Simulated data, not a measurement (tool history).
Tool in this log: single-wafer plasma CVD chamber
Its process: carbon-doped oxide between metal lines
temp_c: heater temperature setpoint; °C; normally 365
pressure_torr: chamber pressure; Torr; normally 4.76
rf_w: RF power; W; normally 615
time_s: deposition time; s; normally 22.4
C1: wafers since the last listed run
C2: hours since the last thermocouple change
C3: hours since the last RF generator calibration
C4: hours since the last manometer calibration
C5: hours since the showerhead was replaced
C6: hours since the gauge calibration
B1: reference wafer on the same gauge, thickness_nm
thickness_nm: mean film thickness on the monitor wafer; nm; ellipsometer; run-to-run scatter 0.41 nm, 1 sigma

run 1 hour=0 | temp_c=365 pressure_torr=4.76 rf_w=525 time_s=20.6 | C1=0 C2=309.3 C3=624 C4=1253.3 C5=2581 C6=1245.1 | B1=148.997 | thickness_nm=110.291
run 2 hour=89.5 | temp_c=365 pressure_torr=4.76 rf_w=590 time_s=22.4 | C1=2594 C2=398.8 C3=713.5 C4=1342.8 C5=2670.5 C6=1334.6 | B1=149.014 | thickness_nm=126.158
run 3 hour=145.9 | temp_c=365 pressure_torr=4.76 rf_w=590 time_s=22.4 | C1=1635 C2=455.2 C3=769.9 C4=1399.2 C5=2726.9 C6=1391 | B1=148.922 | thickness_nm=125.394
run 4 hour=243 | temp_c=365 pressure_torr=4.76 rf_w=615 time_s=22.4 | C1=2815 C2=552.3 C3=867 C4=1496.3 C5=2824 C6=1488.1 | B1=148.976 | thickness_nm=127.98
run 5 hour=346.5 | temp_c=365 pressure_torr=4.76 rf_w=615 time_s=22.4 | C1=3000 C2=655.8 C3=970.5 C4=1599.8 C5=2927.5 C6=1591.6 | B1=149.087 | thickness_nm=127.848
run 6 hour=446.1 | temp_c=365 pressure_torr=4.76 rf_w=615 time_s=22.4 | C1=2887 C2=755.4 C3=1070.1 C4=1699.4 C5=3027.1 C6=1691.2 | B1=148.985 | thickness_nm=127.248
run 7 hour=532.8 | temp_c=365 pressure_torr=4.76 rf_w=615 time_s=22.4 | C1=2513 C2=842.1 C3=1156.8 C4=1786.1 C5=3113.8 C6=1777.9 | B1=149.086 | thickness_nm=126.159
run 8 hour=600.2 | temp_c=369 pressure_torr=4.33 rf_w=615 time_s=22.4 | C1=1954 C2=909.5 C3=1224.2 C4=1853.5 C5=3181.2 C6=1845.3 | B1=148.99 | thickness_nm=123.93
-- hour=616.5 capacitance manometer re-zeroed and calibrated
run 9 hour=653.9 | temp_c=365 pressure_torr=4.76 rf_w=615 time_s=25.1 | C1=1324 C2=963.2 C3=1277.9 C4=37.4 C5=3234.9 C6=1899 | B1=148.948 | thickness_nm=144.922
-- hour=682.1 gauge calibrated
run 10 hour=748.9 | temp_c=365 pressure_torr=4.76 rf_w=615 time_s=25.1 | C1=2754 C2=1058.2 C3=1372.9 C4=132.4 C5=3329.9 C6=66.8 | B1=148.873 | thickness_nm=142.955
-- hour=932.9 RF generator calibrated
run 11 hour=1004.9 | temp_c=365 pressure_torr=4.76 rf_w=615 time_s=25.1 | C1=7189 C2=1314.2 C3=72 C4=388.4 C5=3585.9 C6=322.8 | B1=149.123 | thickness_nm=143.616
run 12 hour=1093.1 | temp_c=359 pressure_torr=5.61 rf_w=615 time_s=22.4 | C1=2557 C2=1402.4 C3=160.2 C4=476.6 C5=3674.1 C6=411 | B1=149.028 | thickness_nm=133.711
-- hour=1163.8 thermocouple changed; heater temperature recalibrated
run 13 hour=1174.8 | temp_c=354 pressure_torr=4.76 rf_w=565 time_s=22.4 | C1=2136 C2=11 C3=241.9 C4=558.3 C5=3755.8 C6=492.7 | B1=148.971 | thickness_nm=127.161
run 14 hour=1474.8 | temp_c=370 pressure_torr=4.76 rf_w=615 time_s=22.4 | C1=8697 C2=311 C3=541.9 C4=858.3 C5=4055.8 C6=792.7 | B1=149.016 | thickness_nm=126.336
run 15 hour=1531.9 | temp_c=365 pressure_torr=4.76 rf_w=615 time_s=22.4 | C1=1655 C2=368.1 C3=599 C4=915.4 C5=4112.9 C6=849.8 | B1=149.054 | thickness_nm=127.601
run 16 hour=1613 | temp_c=365 pressure_torr=4.04 rf_w=615 time_s=20.4 | C1=2351 C2=449.2 C3=680.1 C4=996.5 C5=4194 C6=930.9 | B1=148.851 | thickness_nm=113.476
run 17 hour=1671.5 | temp_c=365 pressure_torr=4.76 rf_w=615 time_s=22.4 | C1=1696 C2=507.7 C3=738.6 C4=1055 C5=4252.5 C6=989.4 | B1=148.991 | thickness_nm=127.637
run 18 hour=1769.2 | temp_c=365 pressure_torr=4.76 rf_w=615 time_s=25.1 | C1=2832 C2=605.4 C3=836.3 C4=1152.7 C5=4350.2 C6=1087.1 | B1=149.083 | thickness_nm=143.281
run 19 hour=1809.1 | temp_c=374 pressure_torr=5.82 rf_w=705 time_s=22.4 | C1=1156 C2=645.3 C3=876.2 C4=1192.6 C5=4390.1 C6=1127 | B1=148.969 | thickness_nm=137.78
run 20 hour=1914.3 | temp_c=365 pressure_torr=5.54 rf_w=615 time_s=22.4 | C1=3049 C2=750.5 C3=981.4 C4=1297.8 C5=4495.3 C6=1232.2 | B1=148.997 | thickness_nm=130.989
run 21 hour=1996.8 | temp_c=365 pressure_torr=4.76 rf_w=615 time_s=24.5 | C1=2391 C2=833 C3=1063.9 C4=1380.3 C5=4577.8 C6=1314.7 | B1=148.902 | thickness_nm=139.049
-- hour=2033.9 showerhead replaced
run 22 hour=2049.8 | temp_c=365 pressure_torr=4.76 rf_w=615 time_s=22.4 | C1=1304 C2=886 C3=1116.9 C4=1433.3 C5=15.9 C6=1367.7 | B1=149.005 | thickness_nm=126.996
run 23 hour=2089.9 | temp_c=361 pressure_torr=4.76 rf_w=615 time_s=22.4 | C1=1162 C2=926.1 C3=1157 C4=1473.4 C5=56 C6=1407.8 | B1=148.958 | thickness_nm=128.428
run 24 hour=2172.5 | temp_c=365 pressure_torr=5.74 rf_w=615 time_s=22.4 | C1=2394 C2=1008.7 C3=1239.6 C4=1556 C5=138.6 C6=1490.4 | B1=148.984 | thickness_nm=131.987
run 25 hour=2236.1 | temp_c=365 pressure_torr=4.08 rf_w=615 time_s=22.4 | C1=1843 C2=1072.3 C3=1303.2 C4=1619.6 C5=202.2 C6=1554 | B1=149.08 | thickness_nm=124.223
-- hour=2311.4 capacitance manometer re-zeroed and calibrated
run 26 hour=2332.7 | temp_c=365 pressure_torr=4.76 rf_w=555 time_s=22.4 | C1=2568 C2=1168.9 C3=1399.8 C4=21.3 C5=298.8 C6=1650.6 | B1=148.865 | thickness_nm=123.344
-- hour=2399.9 thermocouple changed; heater temperature recalibrated
run 27 hour=2420.9 | temp_c=360 pressure_torr=4.76 rf_w=615 time_s=22.4 | C1=2325 C2=21 C3=1488 C4=109.5 C5=387 C6=1738.8 | B1=148.898 | thickness_nm=130.901
run 28 hour=2489 | temp_c=365 pressure_torr=5.49 rf_w=615 time_s=22.4 | C1=1974 C2=89.1 C3=1556.1 C4=177.6 C5=455.1 C6=1806.9 | B1=149.001 | thickness_nm=132.753
run 29 hour=2661.3 | temp_c=365 pressure_torr=4.76 rf_w=615 time_s=22.4 | C1=4995 C2=261.4 C3=1728.4 C4=349.9 C5=627.4 C6=1979.2 | B1=148.851 | thickness_nm=128.584

3 ways to go on from here, each from the tool as it stands after run 29. What would each give?
run A hour=2661.7 | temp_c=365 pressure_torr=5.37 rf_w=615 time_s=22.4 | C1=11 C2=261.8 C3=1728.8 C4=350.3 C5=627.8 C6=1979.6 | B1=? | thickness_nm=?
run B hour=2661.7 | temp_c=365 pressure_torr=4.76 rf_w=725 time_s=22.4 | C1=11 C2=261.8 C3=1728.8 C4=350.3 C5=627.8 C6=1979.6 | B1=? | thickness_nm=?
run C hour=2661.7 | temp_c=365 pressure_torr=5.57 rf_w=700 time_s=25.2 | C1=11 C2=261.8 C3=1728.8 C4=350.3 C5=627.8 C6=1979.6 | B1=? | thickness_nm=?

run=A B1=148.98 thickness_nm=131.763
run=B B1=148.98 thickness_nm=139.251
run=C B1=148.98 thickness_nm=157.702
With the hidden condition removed and each run's random variation left untouched, the same runs would have given:
run=A thickness_nm=131.681
run=B thickness_nm=139.134
run=C thickness_nm=157.604

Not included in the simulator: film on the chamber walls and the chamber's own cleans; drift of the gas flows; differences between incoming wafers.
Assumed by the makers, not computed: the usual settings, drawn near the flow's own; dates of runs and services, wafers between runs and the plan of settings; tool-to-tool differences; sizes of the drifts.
